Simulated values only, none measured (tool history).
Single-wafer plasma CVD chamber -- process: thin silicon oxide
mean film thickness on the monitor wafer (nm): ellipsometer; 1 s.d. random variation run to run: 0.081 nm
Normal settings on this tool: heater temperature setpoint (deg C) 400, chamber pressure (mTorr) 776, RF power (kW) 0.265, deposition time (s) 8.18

run   hour  heater temperature setpoint (deg C)  chamber pressure (mTorr)  RF power (kW)  deposition time (s)  read-back reference wafer on the same gauge, thickness_nm  mean film thickness on the monitor wafer (nm)
  1      0                                  400                       625          0.265                 8.18                                                     14.184                                         11.491
  2   33.7                                  400                       625          0.265                 8.18                                                      14.16                                         11.408
  3   87.9                                  400                       625          0.265                 8.18                                                     14.176                                          11.35
  4  133.6                                  400                       776          0.265                 8.18                                                     14.211                                         13.548
  5  187.6                                  400                       776          0.265                 8.18                                                     14.192                                         13.471
  6  223.5                                  400                       776          0.265                 8.18                                                     14.207                                         13.396
  7  260.1                                  400                       776          0.265                 8.18                                                     14.199                                         13.261
     289.5  -- RF generator calibrated
     293.7  -- gauge calibrated
  8  328.4                                  400                       776          0.265                 8.18                                                     14.193                                         13.785
  9  388.1                                  400                       776          0.265                 8.18                                                     14.189                                         13.918
 10  417.5                                  400                       776          0.265                 8.18                                                     14.198                                         14.048
 11  475.1                                  388                       776          0.265                 8.68                                                     14.202                                         14.835
 12  538.9                                  412                       776          0.265                 8.93                                                     14.212                                         14.871
     595.9  -- capacitance manometer re-zeroed and calibrated
     617.1  -- showerhead replaced
 13  617.6                                  400                       776          0.265                 6.61                                                     14.189                                          11.27
 14  634.1                                  392                       934           0.29                 8.18                                                     14.197                                         16.611
     671.7  -- thermocouple changed; heater temperature recalibrated
 15  672.2                                  413                       776          0.265                 6.99                                                     14.223                                         11.683
 16  735.5                                  400                       776           0.29                 7.07                                                     14.208                                          12.49
 17  799.5                                  400                       776          0.265                 8.18                                                     14.207                                         13.721

Run 18 is up next; what results do you expect?
 18  826.5                                  408                       776           0.23                 8.18                                                          ?                                              ?

Run 18 yielded read-back reference wafer on the same gauge, thickness_nm 14.239, mean film thickness on the monitor wafer (nm) 12.668.
With no hidden state in the tool, this same run would have given mean film thickness on the monitor wafer (nm) 12.928.
